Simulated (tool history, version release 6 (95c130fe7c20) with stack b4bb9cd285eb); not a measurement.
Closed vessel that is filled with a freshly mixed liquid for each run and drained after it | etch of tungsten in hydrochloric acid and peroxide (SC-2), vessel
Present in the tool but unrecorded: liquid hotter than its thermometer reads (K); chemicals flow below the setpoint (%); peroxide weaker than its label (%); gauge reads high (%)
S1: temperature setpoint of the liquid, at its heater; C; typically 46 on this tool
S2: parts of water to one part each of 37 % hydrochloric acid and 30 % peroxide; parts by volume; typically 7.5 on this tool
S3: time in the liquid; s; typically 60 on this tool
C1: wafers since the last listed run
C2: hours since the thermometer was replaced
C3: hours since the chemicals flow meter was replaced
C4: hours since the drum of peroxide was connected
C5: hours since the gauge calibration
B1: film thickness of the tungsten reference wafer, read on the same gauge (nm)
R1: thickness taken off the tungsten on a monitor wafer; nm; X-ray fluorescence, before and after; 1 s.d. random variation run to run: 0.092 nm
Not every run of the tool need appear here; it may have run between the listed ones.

run	hour	S1	S2	S3	C1	C2	C3	C4	C5	B1	R1
1	0	46	7.5	60	0	203	792	236.5	1074.9	149.99	13.6
2	144.9	46	7.5	60	17106	347.9	936.9	381.4	1219.8	150	13.54
3	190.1	46	7.5	60	5336	393.1	982.1	426.6	1265	150.01	13.49
# hour 232.6: gauge calibrated
# hour 233.4: new drum of peroxide connected
4	250.8	46	7.5	60	7048	453.8	1042.8	17.4	18.2	150.01	13.48
5	298.2	46	7.5	60	5595	501.2	1090.2	64.8	65.6	150.01	13.61
6	504.1	46	7.5	60	24307	707.1	1296.1	270.7	271.5	149.99	13.6
# hour 598.6: thermometer replaced
# hour 653.1: chemicals flow meter replaced
7	685.4	46	7.5	60	21167	86.8	32.3	452	452.8	150	13.76
8	734.4	46	7.5	60	5784	135.8	81.3	501	501.8	149.99	13.86
9	761.3	46	7.5	60	3175	162.7	108.2	527.9	528.7	149.97	13.67
10	807.5	46	7.5	60	5454	208.9	154.4	574.1	574.9	149.98	13.67
# hour 814.5: new drum of peroxide connected
11	846.2	46	7.5	60	4450	247.6	193.1	31.7	613.6	149.99	13.79
12	877.4	55.5	4.5	85	3683	278.8	224.3	62.9	644.8	150.03	53.93
13	910.2	46	7.5	90	3872	311.6	257.1	95.7	677.6	149.97	20.76
14	955.7	46	7.5	60	5371	357.1	302.6	141.2	723.1	150	13.71
15	1023.7	46	4.5	60	8027	425.1	370.6	209.2	791.1	150.01	20.22
16	1083.4	46	7.5	35	7048	484.8	430.3	268.9	850.8	150.01	8.12
17	1130.7	46	7.5	60	5584	532.1	477.6	316.2	898.1	150	13.8
18	1182.6	39.5	4.5	60	6127	584	529.5	368.1	950	150.03	12.82
# hour 1289: new drum of peroxide connected
# hour 1303.9: gauge calibrated
19	1359.7	36	7.5	60	20789	761.1	706.6	70.7	55.8	149.98	6.81
20	1405.8	46	7.5	60	5442	807.2	752.7	116.8	101.9	150.01	13.98
# hour 1412.4: thermometer replaced
21	1466.5	53.5	7.5	30	7048	54.1	813.4	177.5	162.6	150	10.93
22	1509.6	52	5	40	5088	97.2	856.5	220.6	205.7	150.02	17.94
23	1544	46	7.5	70	4061	131.6	890.9	255	240.1	150	15.47
24	1568.1	46	9.5	60	2845	155.7	915	279.1	264.2	150.01	11
25	1625.3	46	7.5	60	6752	212.9	972.2	336.3	321.4	150	13.27
26	1656.6	46	7.5	60	3695	244.2	1003.5	367.6	352.7	149.99	13.37
27	1692.9	46	7.5	60	4285	280.5	1039.8	403.9	389	149.98	13.34
28	1728.4	43	8.5	95	4191	316	1075.3	439.4	424.5	150.03	15.56
# hour 1755.1: new drum of peroxide connected
# hour 1758.7: chemicals flow meter replaced
29	1761.2	41	6.5	60	3636	348.8	2.5	6.1	457.3	150.01	11.01
30	1794.7	52.5	11.5	90	3954	382.3	36	39.6	490.8	149.99	22.64

Branching from run 30: 4 alternative next runs. What would each branch give?
A	1795.4	46	7.5	60	82	383	36.7	40.3	491.5	?	?
B	1795.4	55.5	5	60	82	383	36.7	40.3	491.5	?	?
C	1795.4	40	7.5	60	82	383	36.7	40.3	491.5	?	?
D	1795.4	52.5	10	95	82	383	36.7	40.3	491.5	?	?

run	B1	R1
A	150.01	14.02
B	150.01	35.72
C	150.01	9.24
D	150.01	27.14
Take away the tool's hidden state, keep each run's random variation, and the runs would have read:
run	R1
A	13.77
B	35.1
C	9.06
D	26.67

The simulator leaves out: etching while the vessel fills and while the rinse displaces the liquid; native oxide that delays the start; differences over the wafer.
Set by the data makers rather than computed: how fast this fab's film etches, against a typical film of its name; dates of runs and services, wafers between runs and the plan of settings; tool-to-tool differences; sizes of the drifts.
